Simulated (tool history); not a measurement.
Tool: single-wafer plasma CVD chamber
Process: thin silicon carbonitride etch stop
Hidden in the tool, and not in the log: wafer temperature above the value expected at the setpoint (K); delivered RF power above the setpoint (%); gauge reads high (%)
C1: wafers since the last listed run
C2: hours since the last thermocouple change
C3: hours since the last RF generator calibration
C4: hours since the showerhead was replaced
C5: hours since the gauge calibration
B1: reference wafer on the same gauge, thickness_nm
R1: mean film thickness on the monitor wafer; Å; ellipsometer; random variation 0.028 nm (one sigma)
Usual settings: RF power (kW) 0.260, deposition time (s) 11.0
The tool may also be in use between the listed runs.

run 1 day=0.000 | RF_power_(kW)=0.260 deposition_time_(s)=11.0 | C1=0 C2=697.9 C3=1004.3 C4=2815.5 C5=991.3 | B1=5.726 | R1=63.95
run 2 day=1.712 | RF_power_(kW)=0.260 deposition_time_(s)=11.0 | C1=843 C2=739.0 C3=1045.4 C4=2856.6 C5=1032.4 | B1=5.721 | R1=64.21
run 3 day=3.679 | RF_power_(kW)=0.245 deposition_time_(s)=11.0 | C1=968 C2=786.2 C3=1092.6 C4=2903.8 C5=1079.6 | B1=5.723 | R1=61.65
run 4 day=5.467 | RF_power_(kW)=0.245 deposition_time_(s)=11.0 | C1=879 C2=829.1 C3=1135.5 C4=2946.7 C5=1122.5 | B1=5.722 | R1=62.20
-- day=6.896 gauge calibrated
run 5 day=7.138 | RF_power_(kW)=0.260 deposition_time_(s)=11.0 | C1=822 C2=869.2 C3=1175.6 C4=2986.8 C5=5.8 | B1=5.724 | R1=64.34
run 6 day=9.688 | RF_power_(kW)=0.260 deposition_time_(s)=11.0 | C1=1255 C2=930.4 C3=1236.8 C4=3048.0 C5=67.0 | B1=5.722 | R1=63.52
run 7 day=12.171 | RF_power_(kW)=0.260 deposition_time_(s)=11.0 | C1=1222 C2=990.0 C3=1296.4 C4=3107.6 C5=126.6 | B1=5.721 | R1=63.81
run 8 day=13.342 | RF_power_(kW)=0.260 deposition_time_(s)=11.9 | C1=576 C2=1018.1 C3=1324.5 C4=3135.7 C5=154.7 | B1=5.716 | R1=69.11
run 9 day=14.521 | RF_power_(kW)=0.260 deposition_time_(s)=11.9 | C1=580 C2=1046.4 C3=1352.8 C4=3164.0 C5=183.0 | B1=5.715 | R1=68.75
run 10 day=16.667 | RF_power_(kW)=0.270 deposition_time_(s)=11.0 | C1=1056 C2=1097.9 C3=1404.3 C4=3215.5 C5=234.5 | B1=5.720 | R1=64.46
run 11 day=18.562 | RF_power_(kW)=0.270 deposition_time_(s)=11.0 | C1=933 C2=1143.4 C3=1449.8 C4=3261.0 C5=280.0 | B1=5.727 | R1=64.44
run 12 day=21.254 | RF_power_(kW)=0.270 deposition_time_(s)=11.0 | C1=1325 C2=1208.0 C3=1514.4 C4=3325.6 C5=344.6 | B1=5.723 | R1=64.15
run 13 day=24.112 | RF_power_(kW)=0.275 deposition_time_(s)=11.0 | C1=1407 C2=1276.6 C3=1583.0 C4=3394.2 C5=413.2 | B1=5.725 | R1=64.94
-- day=25.129 thermocouple changed; heater temperature recalibrated
run 14 day=26.642 | RF_power_(kW)=0.260 deposition_time_(s)=10.0 | C1=1080 C2=36.3 C3=1643.7 C4=3454.9 C5=473.9 | B1=5.720 | R1=57.29
run 15 day=27.662 | RF_power_(kW)=0.245 deposition_time_(s)=9.8 | C1=502 C2=60.8 C3=1668.2 C4=3479.4 C5=498.4 | B1=5.721 | R1=55.57
-- day=29.762 RF generator calibrated
run 16 day=29.783 | RF_power_(kW)=0.240 deposition_time_(s)=11.0 | C1=879 C2=111.7 C3=0.5 C4=3530.3 C5=549.3 | B1=5.723 | R1=62.73
run 17 day=31.846 | RF_power_(kW)=0.280 deposition_time_(s)=10.1 | C1=1015 C2=161.2 C3=50.0 C4=3579.8 C5=598.8 | B1=5.726 | R1=60.50
run 18 day=33.208 | RF_power_(kW)=0.245 deposition_time_(s)=11.0 | C1=670 C2=193.9 C3=82.7 C4=3612.5 C5=631.5 | B1=5.720 | R1=63.15
run 19 day=35.554 | RF_power_(kW)=0.295 deposition_time_(s)=11.0 | C1=1154 C2=250.2 C3=139.0 C4=3668.8 C5=687.8 | B1=5.723 | R1=68.33
run 20 day=36.567 | RF_power_(kW)=0.310 deposition_time_(s)=12.7 | C1=498 C2=274.5 C3=163.3 C4=3693.1 C5=712.1 | B1=5.719 | R1=79.66
-- day=37.112 showerhead replaced
run 21 day=38.429 | RF_power_(kW)=0.245 deposition_time_(s)=9.2 | C1=752 C2=319.2 C3=208.0 C4=31.6 C5=756.8 | B1=5.721 | R1=52.56
run 22 day=39.771 | RF_power_(kW)=0.305 deposition_time_(s)=11.0 | C1=660 C2=351.4 C3=240.2 C4=63.8 C5=789.0 | B1=5.731 | R1=68.71
run 23 day=42.192 | RF_power_(kW)=0.260 deposition_time_(s)=12.1 | C1=1191 C2=409.5 C3=298.3 C4=121.9 C5=847.1 | B1=5.716 | R1=70.52
run 24 day=46.988 | RF_power_(kW)=0.260 deposition_time_(s)=11.0 | C1=2360 C2=524.6 C3=413.4 C4=237.0 C5=962.2 | B1=5.724 | R1=64.41
run 25 day=48.962 | RF_power_(kW)=0.260 deposition_time_(s)=11.0 | C1=972 C2=572.0 C3=460.8 C4=284.4 C5=1009.6 | B1=5.726 | R1=64.42
run 26 day=50.867 | RF_power_(kW)=0.260 deposition_time_(s)=11.0 | C1=937 C2=617.7 C3=506.5 C4=330.1 C5=1055.3 | B1=5.723 | R1=63.95
run 27 day=53.833 | RF_power_(kW)=0.215 deposition_time_(s)=11.0 | C1=1460 C2=688.9 C3=577.7 C4=401.3 C5=1126.5 | B1=5.715 | R1=59.21
run 28 day=55.083 | RF_power_(kW)=0.260 deposition_time_(s)=12.2 | C1=615 C2=718.9 C3=607.7 C4=431.3 C5=1156.5 | B1=5.721 | R1=71.49
-- day=55.275 gauge calibrated
run 29 day=56.512 | RF_power_(kW)=0.260 deposition_time_(s)=13.1 | C1=703 C2=753.2 C3=642.0 C4=465.6 C5=29.7 | B1=5.732 | R1=76.42
run 30 day=59.429 | RF_power_(kW)=0.260 deposition_time_(s)=11.0 | C1=1435 C2=823.2 C3=712.0 C4=535.6 C5=99.7 | B1=5.723 | R1=63.45
run 31 day=61.400 | RF_power_(kW)=0.285 deposition_time_(s)=9.9 | C1=970 C2=870.5 C3=759.3 C4=582.9 C5=147.0 | B1=5.725 | R1=59.68
run 32 day=62.604 | RF_power_(kW)=0.240 deposition_time_(s)=11.0 | C1=592 C2=899.4 C3=788.2 C4=611.8 C5=175.9 | B1=5.718 | R1=61.62
run 33 day=65.171 | RF_power_(kW)=0.290 deposition_time_(s)=11.0 | C1=1263 C2=961.0 C3=849.8 C4=673.4 C5=237.5 | B1=5.718 | R1=66.19
run 34 day=66.675 | RF_power_(kW)=0.300 deposition_time_(s)=11.0 | C1=740 C2=997.1 C3=885.9 C4=709.5 C5=273.6 | B1=5.728 | R1=67.34
run 35 day=68.150 | RF_power_(kW)=0.275 deposition_time_(s)=9.2 | C1=726 C2=1032.5 C3=921.3 C4=744.9 C5=309.0 | B1=5.722 | R1=54.65
run 36 day=70.608 | RF_power_(kW)=0.260 deposition_time_(s)=12.2 | C1=1210 C2=1091.5 C3=980.3 C4=803.9 C5=368.0 | B1=5.728 | R1=70.28

3 ways to go on from here, each from the tool as it stands after run 36. What would each give?
run A day=70.625 | RF_power_(kW)=0.230 deposition_time_(s)=11.0 | C1=8 C2=1091.9 C3=980.7 C4=804.3 C5=368.4 | B1=? | R1=?
run B day=70.625 | RF_power_(kW)=0.260 deposition_time_(s)=12.0 | C1=8 C2=1091.9 C3=980.7 C4=804.3 C5=368.4 | B1=? | R1=?
run C day=70.625 | RF_power_(kW)=0.245 deposition_time_(s)=12.4 | C1=8 C2=1091.9 C3=980.7 C4=804.3 C5=368.4 | B1=? | R1=?

run=A B1=5.722 R1=60.69
run=B B1=5.722 R1=69.41
run=C B1=5.722 R1=70.11
Without the tool's hidden state the same runs would have given:
run=A R1=61.80
run=B R1=70.69
run=C R1=71.40

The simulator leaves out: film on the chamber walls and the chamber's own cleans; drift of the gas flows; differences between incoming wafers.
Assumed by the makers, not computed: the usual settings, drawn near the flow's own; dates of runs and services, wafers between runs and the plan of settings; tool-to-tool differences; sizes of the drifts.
